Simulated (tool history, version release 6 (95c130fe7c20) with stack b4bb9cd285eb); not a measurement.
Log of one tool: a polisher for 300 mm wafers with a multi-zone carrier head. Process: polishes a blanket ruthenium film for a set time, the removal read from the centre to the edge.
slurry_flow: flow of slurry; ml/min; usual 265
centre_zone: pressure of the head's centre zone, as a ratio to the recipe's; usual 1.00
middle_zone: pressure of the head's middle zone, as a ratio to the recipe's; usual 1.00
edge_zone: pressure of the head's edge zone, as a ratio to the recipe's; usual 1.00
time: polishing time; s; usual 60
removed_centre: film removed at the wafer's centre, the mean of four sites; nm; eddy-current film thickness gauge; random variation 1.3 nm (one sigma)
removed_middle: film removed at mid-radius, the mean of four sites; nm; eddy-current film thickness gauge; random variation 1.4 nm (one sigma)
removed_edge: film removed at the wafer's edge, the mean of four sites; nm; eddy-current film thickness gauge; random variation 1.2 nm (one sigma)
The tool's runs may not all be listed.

run,hour,slurry_flow,centre_zone,middle_zone,edge_zone,time,wafers since the last listed run,wafers polished on this pad,hours since the slurry nozzle was cleaned,hours since the centre zone pressure was calibrated,hours since the edge zone pressure was calibrated,hours since the carrier head's membrane was replaced,"incoming thickness of the incoming film, nm",removed_centre,removed_middle,removed_edge
1,0.0,265,1.00,1.00,1.00,60,0,3755,39.0,642.5,488.9,1573.1,617.2,107.3,103.1,101.3
# hour 20.6: carrier head's membrane replaced by a new one
# hour 49.6: centre zone pressure recalibrated
2,85.6,265,1.00,1.00,1.00,60,834,4589,124.6,36.0,574.5,65.0,604.4,99.5,101.4,100.7
3,188.9,360,1.00,1.00,1.00,60,1097,5686,227.9,139.3,677.8,168.3,612.6,102.6,101.4,101.5
# hour 224.6: worn pad replaced by a new one
4,236.7,215,0.93,1.00,1.00,39,465,128,275.7,187.1,725.6,216.1,608.4,66.2,70.0,69.8
5,282.9,265,1.00,1.07,1.00,60,490,618,321.9,233.3,771.8,262.3,606.8,112.8,113.3,108.6
6,331.2,265,1.00,1.00,1.00,60,512,1131,370.2,281.6,820.1,310.6,618.9,111.8,107.1,108.1
7,458.4,320,1.00,1.00,1.05,60,1350,2482,497.4,408.8,947.3,437.8,608.3,109.9,105.8,108.7
8,560.7,265,0.93,1.00,1.00,60,1086,3569,599.7,511.1,1049.6,540.1,611.7,98.2,104.3,101.4
# hour 575.3: slurry nozzle cleaned
9,666.8,265,1.00,1.00,1.00,60,1116,4685,91.5,617.2,1155.7,646.2,617.6,104.0,100.0,98.3
10,767.0,170,0.89,0.89,1.00,60,1064,5749,191.7,717.4,1255.9,746.4,601.3,88.9,84.5,95.2
# hour 787.1: edge zone pressure recalibrated
11,866.9,350,0.94,1.10,0.95,60,1039,6789,291.6,817.3,79.8,846.3,616.3,95.4,105.2,93.7
# hour 888.3: centre zone pressure recalibrated
# hour 955.5: worn pad replaced by a new one
12,971.5,175,1.00,1.00,1.08,77,1047,170,396.2,83.2,184.4,950.9,611.8,135.0,137.2,145.8
13,1060.5,265,0.91,1.04,1.00,60,945,1115,485.2,172.2,273.4,1039.9,609.9,99.3,114.7,108.2

Forecast run 14:
14,1157.9,265,1.00,1.00,1.00,45,1034,2149,582.6,269.6,370.8,1137.3,615.9,?,?,?

{"run 14": {"removed_centre": 82.9, "removed_middle": 78.6, "removed_edge": 81.6}}
Without the tool's hidden state the same run would have given removed_centre 84.3 nm, removed_middle 82.5 nm, removed_edge 85.6 nm.
